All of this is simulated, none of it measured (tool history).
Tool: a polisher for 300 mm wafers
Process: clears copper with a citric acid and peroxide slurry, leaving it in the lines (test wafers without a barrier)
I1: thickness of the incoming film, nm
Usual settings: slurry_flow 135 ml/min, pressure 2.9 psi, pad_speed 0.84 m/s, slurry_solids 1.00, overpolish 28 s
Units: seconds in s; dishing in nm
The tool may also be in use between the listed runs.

{"run": 1, "day": 0.0, "slurry_flow": 135, "pressure": 2.5, "pad_speed": 0.84, "slurry_solids": 1.0, "overpolish": 28, "I1": 183.5, "seconds": 145.5, "dishing": 23.1}
{"day": 1.625, "done": "slurry blender recalibrated"}
{"run": 2, "day": 1.758, "slurry_flow": 135, "pressure": 2.9, "pad_speed": 0.84, "slurry_solids": 1.0, "overpolish": 28, "I1": 185.4, "seconds": 138.8, "dishing": 25.2}
{"day": 1.971, "done": "worn pad replaced by a new one"}
{"run": 3, "day": 3.008, "slurry_flow": 135, "pressure": 2.9, "pad_speed": 0.84, "slurry_solids": 1.0, "overpolish": 28, "I1": 181.6, "seconds": 131.2, "dishing": 25.7}
{"run": 4, "day": 3.417, "slurry_flow": 135, "pressure": 2.9, "pad_speed": 0.84, "slurry_solids": 1.0, "overpolish": 28, "I1": 186.6, "seconds": 143.0, "dishing": 25.4}
{"run": 5, "day": 3.758, "slurry_flow": 135, "pressure": 2.9, "pad_speed": 0.84, "slurry_solids": 1.0, "overpolish": 28, "I1": 187.4, "seconds": 138.7, "dishing": 25.3}
{"run": 6, "day": 4.158, "slurry_flow": 135, "pressure": 2.9, "pad_speed": 0.84, "slurry_solids": 1.0, "overpolish": 28, "I1": 185.8, "seconds": 141.4, "dishing": 25.3}
{"day": 4.275, "done": "slurry nozzle cleaned"}
{"run": 7, "day": 4.521, "slurry_flow": 135, "pressure": 2.9, "pad_speed": 0.84, "slurry_solids": 1.0, "overpolish": 28, "I1": 185.1, "seconds": 138.6, "dishing": 24.0}
{"run": 8, "day": 4.783, "slurry_flow": 135, "pressure": 3.2, "pad_speed": 0.84, "slurry_solids": 1.0, "overpolish": 28, "I1": 182.7, "seconds": 128.1, "dishing": 26.5}
{"run": 9, "day": 5.458, "slurry_flow": 135, "pressure": 3.2, "pad_speed": 0.84, "slurry_solids": 1.0, "overpolish": 28, "I1": 186.9, "seconds": 131.7, "dishing": 26.4}
{"day": 5.871, "done": "worn pad replaced by a new one"}
{"run": 10, "day": 5.892, "slurry_flow": 135, "pressure": 2.9, "pad_speed": 0.84, "slurry_solids": 1.0, "overpolish": 28, "I1": 186.9, "seconds": 128.8, "dishing": 27.4}
{"run": 11, "day": 6.083, "slurry_flow": 165, "pressure": 2.9, "pad_speed": 0.84, "slurry_solids": 1.25, "overpolish": 40, "I1": 182.8, "seconds": 118.8, "dishing": 38.2}
{"day": 6.212, "done": "slurry blender recalibrated"}
{"run": 12, "day": 6.379, "slurry_flow": 135, "pressure": 2.9, "pad_speed": 0.84, "slurry_solids": 1.0, "overpolish": 28, "I1": 187.0, "seconds": 130.8, "dishing": 26.3}
{"run": 13, "day": 6.925, "slurry_flow": 135, "pressure": 2.9, "pad_speed": 0.84, "slurry_solids": 1.0, "overpolish": 28, "I1": 188.0, "seconds": 139.3, "dishing": 25.4}
{"run": 14, "day": 7.192, "slurry_flow": 135, "pressure": 2.9, "pad_speed": 0.84, "slurry_solids": 1.0, "overpolish": 28, "I1": 184.7, "seconds": 138.7, "dishing": 25.1}
{"run": 15, "day": 7.683, "slurry_flow": 135, "pressure": 1.9, "pad_speed": 0.84, "slurry_solids": 0.8, "overpolish": 28, "I1": 183.1, "seconds": 204.7, "dishing": 18.0}
{"day": 8.004, "done": "head pressure recalibrated"}
{"run": 16, "day": 8.092, "slurry_flow": 155, "pressure": 2.1, "pad_speed": 0.62, "slurry_solids": 1.2, "overpolish": 28, "I1": 184.5, "seconds": 180.7, "dishing": 19.3}
{"run": 17, "day": 8.638, "slurry_flow": 135, "pressure": 3.6, "pad_speed": 0.84, "slurry_solids": 1.0, "overpolish": 28, "I1": 182.9, "seconds": 103.7, "dishing": 31.6}
{"day": 9.554, "done": "worn pad replaced by a new one"}
{"day": 10.421, "done": "slurry blender recalibrated"}
{"run": 18, "day": 10.492, "slurry_flow": 180, "pressure": 3.2, "pad_speed": 0.62, "slurry_solids": 0.7, "overpolish": 28, "I1": 187.8, "seconds": 137.2, "dishing": 25.6}
{"run": 19, "day": 12.362, "slurry_flow": 135, "pressure": 2.9, "pad_speed": 0.84, "slurry_solids": 1.0, "overpolish": 39, "I1": 186.1, "seconds": 132.3, "dishing": 34.5}
{"run": 20, "day": 12.988, "slurry_flow": 135, "pressure": 2.9, "pad_speed": 0.84, "slurry_solids": 0.75, "overpolish": 28, "I1": 185.2, "seconds": 137.2, "dishing": 24.8}
{"day": 13.371, "done": "worn pad replaced by a new one"}
{"run": 21, "day": 13.508, "slurry_flow": 135, "pressure": 2.9, "pad_speed": 0.84, "slurry_solids": 1.0, "overpolish": 28, "I1": 183.1, "seconds": 113.7, "dishing": 28.7}

Forecast each of these 5 alternatives for the next run:
{"run": "A", "day": 13.529, "slurry_flow": 135, "pressure": 2.9, "pad_speed": 0.92, "slurry_solids": 1.0, "overpolish": 28, "I1": 184.4, "seconds": "?", "dishing": "?"}
{"run": "B", "day": 13.529, "slurry_flow": 170, "pressure": 2.9, "pad_speed": 0.54, "slurry_solids": 1.0, "overpolish": 35, "I1": 184.4, "seconds": "?", "dishing": "?"}
{"run": "C", "day": 13.529, "slurry_flow": 115, "pressure": 3.8, "pad_speed": 0.96, "slurry_solids": 1.0, "overpolish": 28, "I1": 184.4, "seconds": "?", "dishing": "?"}
{"run": "D", "day": 13.529, "slurry_flow": 135, "pressure": 3.4, "pad_speed": 0.84, "slurry_solids": 0.75, "overpolish": 16, "I1": 184.4, "seconds": "?", "dishing": "?"}
{"run": "E", "day": 13.529, "slurry_flow": 135, "pressure": 3.7, "pad_speed": 0.84, "slurry_solids": 1.0, "overpolish": 19, "I1": 184.4, "seconds": "?", "dishing": "?"}

run=A seconds=112.2 dishing=30.2
run=B seconds=145.6 dishing=29.3
run=C seconds=90.3 dishing=36.2
run=D seconds=109.8 dishing=19.0
run=E seconds=96.9 dishing=24.7
Without the tool's hidden state the same runs would have given:
run=A seconds=105.9 dishing=31.6
run=B seconds=137.5 dishing=30.7
run=C seconds=85.2 dishing=37.9
run=D seconds=103.7 dishing=20.0
run=E seconds=91.5 dishing=26.0
